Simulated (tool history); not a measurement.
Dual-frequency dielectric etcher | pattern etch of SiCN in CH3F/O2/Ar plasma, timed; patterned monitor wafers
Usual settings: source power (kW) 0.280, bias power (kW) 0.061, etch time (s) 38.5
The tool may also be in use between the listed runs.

run	hour	source power (kW)	bias power (kW)	etch time (s)	read-back reference wafer on the same gauge, depth_nm	mean etch depth across the wafer (nm)
1	0.0	0.280	0.061	38.5	12.10	13.87
2	23.5	0.280	0.061	38.5	12.10	13.85
3	47.7	0.280	0.061	38.5	12.10	13.87
4	79.8	0.280	0.061	38.5	12.10	13.91
5	115.2	0.320	0.061	38.5	12.10	14.42
6	132.3	0.320	0.061	38.5	12.10	14.45
7	151.3	0.320	0.061	38.5	12.09	14.44
8	183.2	0.280	0.061	38.5	12.10	13.89
9	290.3	0.280	0.061	38.5	12.11	13.97
# hour 301.9: source power generator calibrated
# hour 343.0: upper electrode replaced
10	343.5	0.280	0.061	38.5	12.10	13.97
11	348.8	0.280	0.061	38.5	12.10	13.99
12	364.1	0.320	0.068	38.5	12.10	15.15
13	394.7	0.280	0.061	38.5	12.10	13.96
# hour 403.5: gauge calibrated
# hour 411.8: bias power generator calibrated
# hour 432.1: wet clean of the chamber
14	432.6	0.240	0.061	35.5	12.09	12.31
15	440.2	0.280	0.061	38.5	12.10	13.87
16	459.8	0.250	0.047	31.0	12.10	9.72
17	488.8	0.280	0.061	38.5	12.09	13.88
18	512.0	0.320	0.061	43.5	12.10	16.28
19	526.8	0.260	0.052	49.5	12.11	16.40
20	541.6	0.230	0.061	38.5	12.10	13.22

5 ways to go on from here, each from the tool as it stands after run 20. What would each give?
A	542.0	0.280	0.047	38.5	?	?
B	542.0	0.280	0.068	38.5	?	?
C	542.0	0.330	0.061	42.5	?	?
D	542.0	0.230	0.061	30.0	?	?
E	542.0	0.280	0.061	41.5	?	?

run	read-back reference wafer on the same gauge, depth_nm	mean etch depth across the wafer (nm)
A	12.10	12.48
B	12.10	14.55
C	12.10	16.05
D	12.10	10.30
E	12.10	14.98
Without the tool's hidden state the same runs would have given:
run	mean etch depth across the wafer (nm)
A	12.45
B	14.52
C	16.01
D	10.28
E	14.95

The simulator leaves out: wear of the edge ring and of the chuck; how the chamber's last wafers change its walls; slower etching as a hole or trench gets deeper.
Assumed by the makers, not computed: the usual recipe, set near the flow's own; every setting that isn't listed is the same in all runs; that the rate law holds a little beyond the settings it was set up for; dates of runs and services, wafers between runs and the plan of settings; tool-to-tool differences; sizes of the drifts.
